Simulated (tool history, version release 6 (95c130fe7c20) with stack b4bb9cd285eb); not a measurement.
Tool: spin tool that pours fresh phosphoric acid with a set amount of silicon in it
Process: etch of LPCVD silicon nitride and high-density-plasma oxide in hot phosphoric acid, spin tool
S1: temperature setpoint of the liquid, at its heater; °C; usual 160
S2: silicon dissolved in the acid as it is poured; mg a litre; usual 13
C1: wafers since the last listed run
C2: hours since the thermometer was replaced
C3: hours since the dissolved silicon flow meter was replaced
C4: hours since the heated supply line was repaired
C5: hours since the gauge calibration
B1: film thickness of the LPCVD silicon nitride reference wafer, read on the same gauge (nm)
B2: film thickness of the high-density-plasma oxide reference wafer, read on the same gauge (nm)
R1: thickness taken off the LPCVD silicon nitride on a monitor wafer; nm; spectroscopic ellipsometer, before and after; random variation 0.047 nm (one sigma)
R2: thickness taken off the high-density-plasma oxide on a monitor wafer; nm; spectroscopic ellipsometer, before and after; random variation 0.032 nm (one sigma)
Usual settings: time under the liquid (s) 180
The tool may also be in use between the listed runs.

{"run": 1, "hour": 0.0, "S1": 160, "S2": 13, "time under the liquid (s)": 180, "C1": 0, "C2": 2893.9, "C3": 33.8, "C4": 705.5, "C5": 36.2, "B1": 130.01, "B2": 80.038, "R1": 17.87, "R2": 0.887}
{"run": 2, "hour": 9.5, "S1": 160, "S2": 13, "time under the liquid (s)": 180, "C1": 82, "C2": 2903.4, "C3": 43.3, "C4": 715, "C5": 45.7, "B1": 130, "B2": 79.996, "R1": 17.69, "R2": 0.874}
{"run": 3, "hour": 18.3, "S1": 157.5, "S2": 13, "time under the liquid (s)": 135, "C1": 76, "C2": 2912.2, "C3": 52.1, "C4": 723.8, "C5": 54.5, "B1": 130, "B2": 79.951, "R1": 12.28, "R2": 0.545}
{"run": 4, "hour": 25.1, "S1": 159, "S2": 17, "time under the liquid (s)": 180, "C1": 59, "C2": 2919, "C3": 58.9, "C4": 730.6, "C5": 61.3, "B1": 130.02, "B2": 80.042, "R1": 17.19, "R2": 0.808}
{"hour": 27.1, "done": "heated supply line repaired"}
{"run": 5, "hour": 42.4, "S1": 158, "S2": 22, "time under the liquid (s)": 180, "C1": 141, "C2": 2936.3, "C3": 76.2, "C4": 15.3, "C5": 78.6, "B1": 129.98, "B2": 79.973, "R1": 17.35, "R2": 0.659}
{"hour": 69.2, "done": "thermometer replaced"}
{"run": 6, "hour": 91.6, "S1": 161.5, "S2": 7, "time under the liquid (s)": 125, "C1": 419, "C2": 22.4, "C3": 125.4, "C4": 64.5, "C5": 127.8, "B1": 130, "B2": 80.037, "R1": 12.36, "R2": 0.672}
{"run": 7, "hour": 98.7, "S1": 160, "S2": 13, "time under the liquid (s)": 180, "C1": 61, "C2": 29.5, "C3": 132.5, "C4": 71.6, "C5": 134.9, "B1": 130.03, "B2": 80.017, "R1": 16.9, "R2": 0.873}
{"run": 8, "hour": 115.3, "S1": 162.5, "S2": 10, "time under the liquid (s)": 260, "C1": 144, "C2": 46.1, "C3": 149.1, "C4": 88.2, "C5": 151.5, "B1": 129.98, "B2": 79.985, "R1": 26.42, "R2": 1.573}
{"run": 9, "hour": 133.2, "S1": 160, "S2": 6, "time under the liquid (s)": 180, "C1": 155, "C2": 64, "C3": 167, "C4": 106.1, "C5": 169.4, "B1": 130.04, "B2": 79.983, "R1": 16.78, "R2": 0.956}
{"run": 10, "hour": 145.6, "S1": 162, "S2": 21.5, "time under the liquid (s)": 90, "C1": 107, "C2": 76.4, "C3": 179.4, "C4": 118.5, "C5": 181.8, "B1": 130.01, "B2": 79.999, "R1": 9, "R2": 0.361}
{"run": 11, "hour": 155.9, "S1": 160, "S2": 13, "time under the liquid (s)": 230, "C1": 89, "C2": 86.7, "C3": 189.7, "C4": 128.8, "C5": 192.1, "B1": 130.03, "B2": 80.033, "R1": 21.54, "R2": 1.027}
{"run": 12, "hour": 170.8, "S1": 160, "S2": 13, "time under the liquid (s)": 180, "C1": 129, "C2": 101.6, "C3": 204.6, "C4": 143.7, "C5": 207, "B1": 130, "B2": 80.017, "R1": 16.8, "R2": 0.824}

Run 13 comes next. What will it give?
{"run": 13, "hour": 179.2, "S1": 160, "S2": 13, "time under the liquid (s)": 180, "C1": 73, "C2": 110, "C3": 213, "C4": 152.1, "C5": 215.4, "B1": "?", "B2": "?", "R1": "?", "R2": "?"}

{"run 13": {"B1": 129.97, "B2": 80.002, "R1": 16.78, "R2": 0.804}}
Without the tool's hidden state the same run would have given R1 16.9 nm, R2 0.817 nm.
